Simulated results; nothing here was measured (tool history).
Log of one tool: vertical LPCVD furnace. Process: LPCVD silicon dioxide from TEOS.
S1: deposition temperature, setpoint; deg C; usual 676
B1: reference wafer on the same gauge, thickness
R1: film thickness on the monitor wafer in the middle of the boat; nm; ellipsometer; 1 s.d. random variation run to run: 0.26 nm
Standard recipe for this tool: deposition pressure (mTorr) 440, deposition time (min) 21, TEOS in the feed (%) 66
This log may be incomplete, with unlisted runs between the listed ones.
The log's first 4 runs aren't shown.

run 5 day=10.262 | S1=676 deposition_pressure_(mTorr)=440 deposition_time_(min)=21 TEOS_in_the_feed_(%)=66 | B1=83.03 | R1=88.16
-- day=12.588 TEOS flow controller replaced
-- day=13.896 thermocouples replaced and temperature profile calibrated
run 6 day=14.192 | S1=676 deposition_pressure_(mTorr)=440 deposition_time_(min)=21 TEOS_in_the_feed_(%)=66 | B1=82.96 | R1=88.48
run 7 day=15.338 | S1=676 deposition_pressure_(mTorr)=440 deposition_time_(min)=15 TEOS_in_the_feed_(%)=66 | B1=82.98 | R1=63.14
run 8 day=17.854 | S1=676 deposition_pressure_(mTorr)=440 deposition_time_(min)=21 TEOS_in_the_feed_(%)=66 | B1=83.05 | R1=88.75
run 9 day=20.496 | S1=676 deposition_pressure_(mTorr)=440 deposition_time_(min)=21 TEOS_in_the_feed_(%)=66 | B1=83.02 | R1=88.64
-- day=22.229 gauge calibrated
run 10 day=22.962 | S1=676 deposition_pressure_(mTorr)=440 deposition_time_(min)=21 TEOS_in_the_feed_(%)=66 | B1=83.05 | R1=88.31
run 11 day=25.425 | S1=676 deposition_pressure_(mTorr)=440 deposition_time_(min)=21 TEOS_in_the_feed_(%)=66 | B1=82.98 | R1=88.78
run 12 day=26.875 | S1=682 deposition_pressure_(mTorr)=440 deposition_time_(min)=21 TEOS_in_the_feed_(%)=66 | B1=82.99 | R1=102.2
run 13 day=28.629 | S1=683 deposition_pressure_(mTorr)=490 deposition_time_(min)=21 TEOS_in_the_feed_(%)=66 | B1=83.02 | R1=110.42
-- day=31.125 pressure gauge zeroed
run 14 day=31.617 | S1=686 deposition_pressure_(mTorr)=480 deposition_time_(min)=27 TEOS_in_the_feed_(%)=56 | B1=83 | R1=139.58
run 15 day=33.225 | S1=681 deposition_pressure_(mTorr)=440 deposition_time_(min)=16.5 TEOS_in_the_feed_(%)=66 | B1=83.03 | R1=78.69
run 16 day=35.742 | S1=676 deposition_pressure_(mTorr)=440 deposition_time_(min)=21 TEOS_in_the_feed_(%)=66 | B1=83 | R1=88.64
run 17 day=38.25 | S1=676 deposition_pressure_(mTorr)=350 deposition_time_(min)=21 TEOS_in_the_feed_(%)=66 | B1=83 | R1=78.57
run 18 day=40.108 | S1=676 deposition_pressure_(mTorr)=485 deposition_time_(min)=21 TEOS_in_the_feed_(%)=54 | B1=83.04 | R1=84.08
run 19 day=43.075 | S1=676 deposition_pressure_(mTorr)=440 deposition_time_(min)=21 TEOS_in_the_feed_(%)=66 | B1=82.96 | R1=88.53
run 20 day=44.896 | S1=676 deposition_pressure_(mTorr)=480 deposition_time_(min)=21 TEOS_in_the_feed_(%)=76 | B1=83.01 | R1=99.09
run 21 day=46.858 | S1=688 deposition_pressure_(mTorr)=355 deposition_time_(min)=27 TEOS_in_the_feed_(%)=66 | B1=83.05 | R1=136.45
run 22 day=48.6 | S1=683 deposition_pressure_(mTorr)=440 deposition_time_(min)=21 TEOS_in_the_feed_(%)=59 | B1=82.97 | R1=99.33
run 23 day=50.396 | S1=676 deposition_pressure_(mTorr)=440 deposition_time_(min)=21 TEOS_in_the_feed_(%)=66 | B1=82.98 | R1=88.74
run 24 day=53.071 | S1=676 deposition_pressure_(mTorr)=440 deposition_time_(min)=28.5 TEOS_in_the_feed_(%)=66 | B1=83 | R1=120.19
run 25 day=55.912 | S1=679 deposition_pressure_(mTorr)=440 deposition_time_(min)=15.5 TEOS_in_the_feed_(%)=66 | B1=82.97 | R1=70.06
run 26 day=57.858 | S1=681 deposition_pressure_(mTorr)=495 deposition_time_(min)=21 TEOS_in_the_feed_(%)=66 | B1=82.94 | R1=105.94
run 27 day=60.542 | S1=676 deposition_pressure_(mTorr)=405 deposition_time_(min)=27 TEOS_in_the_feed_(%)=73 | B1=83.02 | R1=114.4
run 28 day=62.425 | S1=676 deposition_pressure_(mTorr)=440 deposition_time_(min)=21 TEOS_in_the_feed_(%)=66 | B1=82.96 | R1=88.19

Predict the results of run 29:
run 29 day=63.8 | S1=679 deposition_pressure_(mTorr)=440 deposition_time_(min)=15.5 TEOS_in_the_feed_(%)=66 | B1=? | R1=?

Run 29 came out at B1 82.98, R1 70.02 nm.
Were there no unlogged condition in the tool, this run, its random variation unchanged, would have produced R1 70.02 nm.
